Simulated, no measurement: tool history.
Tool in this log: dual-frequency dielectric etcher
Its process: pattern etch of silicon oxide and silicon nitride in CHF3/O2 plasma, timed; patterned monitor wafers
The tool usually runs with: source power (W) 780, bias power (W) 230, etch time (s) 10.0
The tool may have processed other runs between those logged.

run	hour	source power (W)	bias power (W)	etch time (s)	wafers since the last listed run	hours since the last wet clean	hours since the last source power generator calibration	hours since the last bias power generator calibration	hours since the last upper electrode change	hours since the gauge calibration	read-back reference wafer on the same gauge, depth_nm	mean etch depth across the wafer (Å)
1	0.0	780	230	10.0	0	615.3	2836.1	2403.3	98.6	1679.8	15.69	182.8
# hour 39.0: wet clean of the chamber
2	63.2	780	230	10.0	771	24.2	2899.3	2466.5	161.8	1743.0	15.72	184.3
3	134.8	780	230	10.0	1408	95.8	2970.9	2538.1	233.4	1814.6	15.69	181.0
# hour 153.1: gauge calibrated
4	181.5	780	230	10.0	918	142.5	3017.6	2584.8	280.1	28.4	15.71	184.0
5	238.5	780	197	10.0	1121	199.5	3074.6	2641.8	337.1	85.4	15.70	173.6
# hour 296.2: bias power generator calibrated
6	296.7	780	197	10.0	1066	257.7	3132.8	0.5	395.3	143.6	15.69	171.9
7	334.2	780	230	10.0	737	295.2	3170.3	38.0	432.8	181.1	15.71	183.0
8	394.6	780	230	10.0	1188	355.6	3230.7	98.4	493.2	241.5	15.69	181.6
9	438.1	890	273	7.0	855	399.1	3274.2	141.9	536.7	285.0	15.72	140.9
10	465.6	640	208	13.0	540	426.6	3301.7	169.4	564.2	312.5	15.69	219.8
11	523.1	780	269	10.0	1131	484.1	3359.2	226.9	621.7	370.0	15.71	193.3
12	581.5	900	230	10.0	1148	542.5	3417.6	285.3	680.1	428.4	15.69	188.3
# hour 617.2: source power generator calibrated
13	635.7	900	230	10.0	987	596.7	18.5	339.5	734.3	482.6	15.71	187.8
# hour 662.8: wet clean of the chamber
14	756.3	610	262	11.0	1900	93.5	139.1	460.1	854.9	603.2	15.73	201.7
15	820.3	780	230	9.0	1258	157.5	203.1	524.1	918.9	667.2	15.67	163.9
16	849.9	920	180	8.5	582	187.1	232.7	553.7	948.5	696.8	15.70	146.8
17	882.3	780	213	10.0	637	219.5	265.1	586.1	980.9	729.2	15.70	177.7
18	912.2	730	230	12.0	588	249.4	295.0	616.0	1010.8	759.1	15.72	213.7
19	980.6	620	267	9.0	1345	317.8	363.4	684.4	1079.2	827.5	15.71	167.0
20	1051.0	710	230	10.0	1384	388.2	433.8	754.8	1149.6	897.9	15.70	178.8
21	1080.7	780	230	8.5	584	417.9	463.5	784.5	1179.3	927.6	15.70	154.7
22	1106.9	900	263	13.0	515	444.1	489.7	810.7	1205.5	953.8	15.71	255.4
23	1134.1	650	230	10.0	535	471.3	516.9	837.9	1232.7	981.0	15.72	177.7
24	1308.5	940	230	7.0	3430	645.7	691.3	1012.3	1407.1	1155.4	15.71	132.5
25	1336.0	780	211	12.0	540	673.2	718.8	1039.8	1434.6	1182.9	15.71	213.0
# hour 1372.5: wet clean of the chamber
26	1383.5	780	230	10.0	462	11.0	766.3	1087.3	1482.1	1230.4	15.70	182.3
27	1426.4	840	201	10.0	843	53.9	809.2	1130.2	1525.0	1273.3	15.69	175.8
28	1495.6	720	205	7.5	1361	123.1	878.4	1199.4	1594.2	1342.5	15.71	129.1
29	1548.5	780	203	10.0	1040	176.0	931.3	1252.3	1647.1	1395.4	15.70	173.3

Here are 5 independent what-if runs from the current tool condition. What would each one return?
A	1548.9	780	179	10.0	7	176.4	931.7	1252.7	1647.5	1395.8	?	?
B	1548.9	640	209	11.0	7	176.4	931.7	1252.7	1647.5	1395.8	?	?
C	1548.9	780	230	11.0	7	176.4	931.7	1252.7	1647.5	1395.8	?	?
D	1548.9	880	230	12.5	7	176.4	931.7	1252.7	1647.5	1395.8	?	?
E	1548.9	950	230	10.0	7	176.4	931.7	1252.7	1647.5	1395.8	?	?

run	read-back reference wafer on the same gauge, depth_nm	mean etch depth across the wafer (Å)
A	15.69	167.0
B	15.69	187.3
C	15.69	201.1
D	15.69	234.0
E	15.69	190.2
What these runs would have given with no unlogged condition in the tool:
run	mean etch depth across the wafer (Å)
A	167.0
B	187.3
C	201.1
D	234.0
E	190.2
